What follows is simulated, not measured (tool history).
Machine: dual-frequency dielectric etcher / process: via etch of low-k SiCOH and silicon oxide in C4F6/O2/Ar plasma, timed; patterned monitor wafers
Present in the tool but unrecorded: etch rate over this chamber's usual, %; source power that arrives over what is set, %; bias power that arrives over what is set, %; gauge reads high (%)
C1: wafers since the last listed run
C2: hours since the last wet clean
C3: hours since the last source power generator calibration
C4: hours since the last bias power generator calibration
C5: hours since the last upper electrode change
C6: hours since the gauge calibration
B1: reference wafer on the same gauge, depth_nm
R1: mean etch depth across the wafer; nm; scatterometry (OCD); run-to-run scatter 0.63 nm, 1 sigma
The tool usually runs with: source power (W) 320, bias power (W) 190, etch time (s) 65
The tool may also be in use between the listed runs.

{"run": 1, "hour": 0.0, "source power (W)": 320, "bias power (W)": 190, "etch time (s)": 65, "C1": 0, "C2": 11, "C3": 3706.2, "C4": 1818.3, "C5": 2744.1, "C6": 344.8, "B1": 152.1, "R1": 159.6}
{"run": 2, "hour": 84.8, "source power (W)": 320, "bias power (W)": 190, "etch time (s)": 65, "C1": 827, "C2": 95.8, "C3": 3791, "C4": 1903.1, "C5": 2828.9, "C6": 429.6, "B1": 151.9, "R1": 159.6}
{"run": 3, "hour": 137.7, "source power (W)": 320, "bias power (W)": 162, "etch time (s)": 65, "C1": 516, "C2": 148.7, "C3": 3843.9, "C4": 1956, "C5": 2881.8, "C6": 482.5, "B1": 152.1, "R1": 153.5}
{"run": 4, "hour": 213.7, "source power (W)": 320, "bias power (W)": 190, "etch time (s)": 65, "C1": 741, "C2": 224.7, "C3": 3919.9, "C4": 2032, "C5": 2957.8, "C6": 558.5, "B1": 152, "R1": 161.4}
{"run": 5, "hour": 309.7, "source power (W)": 320, "bias power (W)": 190, "etch time (s)": 65, "C1": 936, "C2": 320.7, "C3": 4015.9, "C4": 2128, "C5": 3053.8, "C6": 654.5, "B1": 152, "R1": 161.4}
{"run": 6, "hour": 356.6, "source power (W)": 320, "bias power (W)": 190, "etch time (s)": 65, "C1": 457, "C2": 367.6, "C3": 4062.8, "C4": 2174.9, "C5": 3100.7, "C6": 701.4, "B1": 152.1, "R1": 162.8}
{"hour": 401.4, "done": "gauge calibrated"}
{"hour": 426.5, "done": "wet clean of the chamber"}
{"run": 7, "hour": 427.0, "source power (W)": 320, "bias power (W)": 226, "etch time (s)": 65, "C1": 452, "C2": 0.5, "C3": 4133.2, "C4": 2245.3, "C5": 3171.1, "C6": 25.6, "B1": 152, "R1": 173.2}
{"hour": 436.1, "done": "source power generator calibrated"}
{"hour": 491.3, "done": "upper electrode replaced"}
{"run": 8, "hour": 498.7, "source power (W)": 320, "bias power (W)": 226, "etch time (s)": 65, "C1": 426, "C2": 72.2, "C3": 62.6, "C4": 2317, "C5": 7.4, "C6": 97.3, "B1": 151.9, "R1": 175.6}
{"run": 9, "hour": 585.8, "source power (W)": 320, "bias power (W)": 190, "etch time (s)": 65, "C1": 849, "C2": 159.3, "C3": 149.7, "C4": 2404.1, "C5": 94.5, "C6": 184.4, "B1": 151.9, "R1": 166.4}
{"run": 10, "hour": 682.8, "source power (W)": 320, "bias power (W)": 190, "etch time (s)": 65, "C1": 946, "C2": 256.3, "C3": 246.7, "C4": 2501.1, "C5": 191.5, "C6": 281.4, "B1": 152, "R1": 167.9}
{"hour": 709.9, "done": "wet clean of the chamber, repeated, since the last time left the tool worse"}
{"hour": 862.4, "done": "bias power generator calibrated"}
{"run": 11, "hour": 986.6, "source power (W)": 250, "bias power (W)": 152, "etch time (s)": 65, "C1": 2690, "C2": 276.7, "C3": 550.5, "C4": 124.2, "C5": 495.3, "C6": 585.2, "B1": 152, "R1": 136.8}
{"hour": 1044.8, "done": "gauge calibrated"}
{"run": 12, "hour": 1057.5, "source power (W)": 280, "bias power (W)": 190, "etch time (s)": 53.5, "C1": 691, "C2": 347.6, "C3": 621.4, "C4": 195.1, "C5": 566.2, "C6": 12.7, "B1": 152.1, "R1": 125.9}
{"run": 13, "hour": 1129.8, "source power (W)": 250, "bias power (W)": 144, "etch time (s)": 73, "C1": 705, "C2": 419.9, "C3": 693.7, "C4": 267.4, "C5": 638.5, "C6": 85, "B1": 151.9, "R1": 152.9}
{"hour": 1164.8, "done": "wet clean of the chamber"}
{"run": 14, "hour": 1219.3, "source power (W)": 320, "bias power (W)": 163, "etch time (s)": 80, "C1": 639, "C2": 54.5, "C3": 783.2, "C4": 356.9, "C5": 728, "C6": 174.5, "B1": 152, "R1": 189.7}
{"run": 15, "hour": 1275.8, "source power (W)": 280, "bias power (W)": 190, "etch time (s)": 53, "C1": 551, "C2": 111, "C3": 839.7, "C4": 413.4, "C5": 784.5, "C6": 231, "B1": 151.9, "R1": 123.1}
{"run": 16, "hour": 1318.4, "source power (W)": 320, "bias power (W)": 219, "etch time (s)": 72, "C1": 415, "C2": 153.6, "C3": 882.3, "C4": 456, "C5": 827.1, "C6": 273.6, "B1": 152, "R1": 185.1}

Below are 5 alternative next runs, each starting from the tool's condition after run 16. Predict each:
{"run": "A", "hour": 1318.8, "source power (W)": 320, "bias power (W)": 190, "etch time (s)": 55.5, "C1": 3, "C2": 154, "C3": 882.7, "C4": 456.4, "C5": 827.5, "C6": 274, "B1": "?", "R1": "?"}
{"run": "B", "hour": 1318.8, "source power (W)": 320, "bias power (W)": 219, "etch time (s)": 65, "C1": 3, "C2": 154, "C3": 882.7, "C4": 456.4, "C5": 827.5, "C6": 274, "B1": "?", "R1": "?"}
{"run": "C", "hour": 1318.8, "source power (W)": 280, "bias power (W)": 165, "etch time (s)": 60, "C1": 3, "C2": 154, "C3": 882.7, "C4": 456.4, "C5": 827.5, "C6": 274, "B1": "?", "R1": "?"}
{"run": "D", "hour": 1318.8, "source power (W)": 320, "bias power (W)": 219, "etch time (s)": 84.5, "C1": 3, "C2": 154, "C3": 882.7, "C4": 456.4, "C5": 827.5, "C6": 274, "B1": "?", "R1": "?"}
{"run": "E", "hour": 1318.8, "source power (W)": 340, "bias power (W)": 231, "etch time (s)": 83.5, "C1": 3, "C2": 154, "C3": 882.7, "C4": 456.4, "C5": 827.5, "C6": 274, "B1": "?", "R1": "?"}

run=A B1=152 R1=136.5
run=B B1=152 R1=166.1
run=C B1=152 R1=134.1
run=D B1=152 R1=215.9
run=E B1=152 R1=222.4
What these runs would have given with no unlogged condition in the tool:
run=A R1=135.3
run=B R1=164.5
run=C R1=132.9
run=D R1=213.9
run=E R1=220.3
